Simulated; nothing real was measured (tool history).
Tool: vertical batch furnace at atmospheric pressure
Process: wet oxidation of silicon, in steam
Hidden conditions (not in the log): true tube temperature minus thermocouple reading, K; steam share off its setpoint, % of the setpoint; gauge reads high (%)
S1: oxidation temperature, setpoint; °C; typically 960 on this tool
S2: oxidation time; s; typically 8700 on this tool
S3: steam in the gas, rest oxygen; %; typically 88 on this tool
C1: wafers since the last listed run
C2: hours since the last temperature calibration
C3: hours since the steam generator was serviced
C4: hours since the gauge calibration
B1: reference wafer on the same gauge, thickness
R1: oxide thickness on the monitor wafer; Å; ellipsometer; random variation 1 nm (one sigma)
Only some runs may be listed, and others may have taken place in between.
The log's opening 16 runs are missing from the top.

At hour 382.0: thermocouples replaced and temperature profile calibrated.
Run 17, hour 383.9: usual settings; C1 30; C2 1.9; C3 123.9; C4 52.5; B1 553.77. Result: R1 5073.7 Å.
Run 18, hour 397.9: usual settings; C1 132; C2 15.9; C3 137.9; C4 66.5; B1 554.36. Result: R1 5072.1 Å.
Run 19, hour 424.1: usual settings but S1 971 °C, S3 91 %; C1 247; C2 42.1; C3 164.1; C4 92.7; B1 553.43. Result: R1 5618.5 Å.
Run 20, hour 442.8: usual settings; C1 176; C2 60.8; C3 182.8; C4 111.4; B1 553.61. Result: R1 5064.6 Å.
Run 21, hour 461.4: usual settings but S2 12540 s, S3 97 %; C1 175; C2 79.4; C3 201.4; C4 130.0; B1 553.92. Result: R1 6972.1 Å.
Run 22, hour 487.3: usual settings but S2 10080 s, S3 82 %; C1 244; C2 105.3; C3 227.3; C4 155.9; B1 553.88. Result: R1 5344.9 Å.
Run 23, hour 513.8: usual settings but S1 983 °C, S3 96 %; C1 250; C2 131.8; C3 253.8; C4 182.4; B1 554.01. Result: R1 6304.0 Å.
Run 24, hour 546.1: usual settings but S2 4800 s, S3 93 %; C1 305; C2 164.1; C3 286.1; C4 214.7; B1 554.18. Result: R1 3442.8 Å.
Run 25, hour 579.7: usual settings but S1 981 °C; C1 317; C2 197.7; C3 319.7; C4 248.3; B1 553.91. Result: R1 5894.7 Å.
Run 26, hour 605.6: usual settings but S1 972 °C, S2 4500 s, S3 80 %; C1 244; C2 223.6; C3 345.6; C4 274.2; B1 553.99. Result: R1 3240.9 Å.
Run 27, hour 621.1: usual settings; C1 146; C2 239.1; C3 361.1; C4 289.7; B1 553.77. Result: R1 5062.3 Å.
Run 28, hour 643.4: usual settings but S1 972 °C; C1 210; C2 261.4; C3 383.4; C4 312.0; B1 554.15. Result: R1 5521.7 Å.
Run 29, hour 656.7: usual settings but S2 11550 s, S3 96 %; C1 125; C2 274.7; C3 396.7; C4 325.3; B1 553.62. Result: R1 6526.4 Å.
Run 30, hour 669.4: usual settings but S1 984 °C, S2 6780 s, S3 78 %; C1 120; C2 287.4; C3 409.4; C4 338.0; B1 554.17. Result: R1 4677.2 Å.

Each row is a separate what-if for the run after 30, all from the same tool condition, not one after another. Results?
Run A, hour 675.0: usual settings; C1 52; C2 293.0; C3 415.0; C4 343.6; B1 ?. Result: R1 ?.
Run B, hour 675.0: usual settings but S2 7500 s; C1 52; C2 293.0; C3 415.0; C4 343.6; B1 ?. Result: R1 ?.
Run C, hour 675.0: usual settings but S2 12000 s; C1 52; C2 293.0; C3 415.0; C4 343.6; B1 ?. Result: R1 ?.

run      B1      R1
  A  554.17  5036.5
  B  554.17  4536.8
  C  554.17  6277.2
With the hidden condition removed and each run's random variation left untouched, the same runs would have given:
run      R1
  A  5071.4
  B  4568.8
  C  6319.1
